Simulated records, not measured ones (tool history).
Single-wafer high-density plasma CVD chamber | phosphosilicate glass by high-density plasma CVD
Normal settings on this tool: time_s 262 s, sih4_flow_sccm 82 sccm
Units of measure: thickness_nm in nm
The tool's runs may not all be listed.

run	hour	time_s	sih4_flow_sccm	wafers since the last listed run	hours since the silane flow controller was replaced	hours since the gauge calibration	read-back reference wafer on the same gauge, thickness_nm	thickness_nm
1	0.0	262	91	0	3628.5	345.6	1987.247	2504.645
2	27.2	262	82	262	3655.7	372.8	1986.586	2258.906
3	60.1	262	82	317	3688.6	405.7	1986.543	2258.602
4	95.8	262	82	344	3724.3	441.4	1979.955	2233.298
5	146.1	262	82	486	3774.6	491.7	1977.544	2241.869
6	215.0	262	82	665	3843.5	560.6	1977.670	2229.706
7	253.3	262	93	370	3881.8	598.9	1970.885	2543.560
8	291.1	262	93	365	3919.6	636.7	1971.290	2522.256
9	353.2	262	71	600	3981.7	698.8	1967.566	1921.470
10	385.7	262	71	314	4014.2	731.3	1967.568	1934.021
11	457.3	262	71	691	4085.8	802.9	1963.797	1917.247
12	501.3	262	82	425	4129.8	846.9	1962.954	2219.579
13	569.1	295	76	655	4197.6	914.7	1961.167	2306.880
14	627.9	295	76	568	4256.4	973.5	1958.981	2315.426
15	675.9	282	76	463	4304.4	1021.5	1955.599	2202.155
16	704.2	262	82	273	4332.7	1049.8	1953.574	2227.585
17	771.4	262	88	649	4399.9	1117.0	1951.198	2351.864
18	804.4	237	72	318	4432.9	1150.0	1951.791	1732.267
19	842.5	262	82	368	4471.0	1188.1	1949.110	2179.693
20	910.4	262	77	656	4538.9	1256.0	1942.337	2050.925
# hour 931.9: gauge calibrated
# hour 944.0: silane flow controller replaced
21	960.6	295	91	407	16.6	28.7	1988.389	2816.746
22	988.3	238	88	267	44.3	56.4	1983.923	2206.015
23	1056.1	262	76	655	112.1	124.2	1989.603	2077.052
24	1099.7	217	78	421	155.7	167.8	1981.418	1761.369
25	1155.6	217	76	540	211.6	223.7	1977.452	1713.339
26	1185.9	212	67	292	241.9	254.0	1975.410	1473.235
27	1255.7	262	86	674	311.7	323.8	1974.389	2342.533
28	1315.8	262	76	580	371.8	383.9	1971.368	2068.949
29	1356.5	277	86	393	412.5	424.6	1974.425	2464.345

Each row is a separate what-if for the run after 29, all from the same tool condition, not one after another. Results?
A	1357.0	213	82	4	413.0	425.1	?	?
B	1357.0	296	95	4	413.0	425.1	?	?
C	1357.0	247	91	4	413.0	425.1	?	?
D	1357.0	310	68	4	413.0	425.1	?	?

run	read-back reference wafer on the same gauge, thickness_nm	thickness_nm
A	1971.750	1808.165
B	1971.750	2911.119
C	1971.750	2326.928
D	1971.750	2182.304
Without the tool's unlogged condition, the same runs would have read:
run	thickness_nm
A	1835.638
B	2955.349
C	2362.282
D	2215.461

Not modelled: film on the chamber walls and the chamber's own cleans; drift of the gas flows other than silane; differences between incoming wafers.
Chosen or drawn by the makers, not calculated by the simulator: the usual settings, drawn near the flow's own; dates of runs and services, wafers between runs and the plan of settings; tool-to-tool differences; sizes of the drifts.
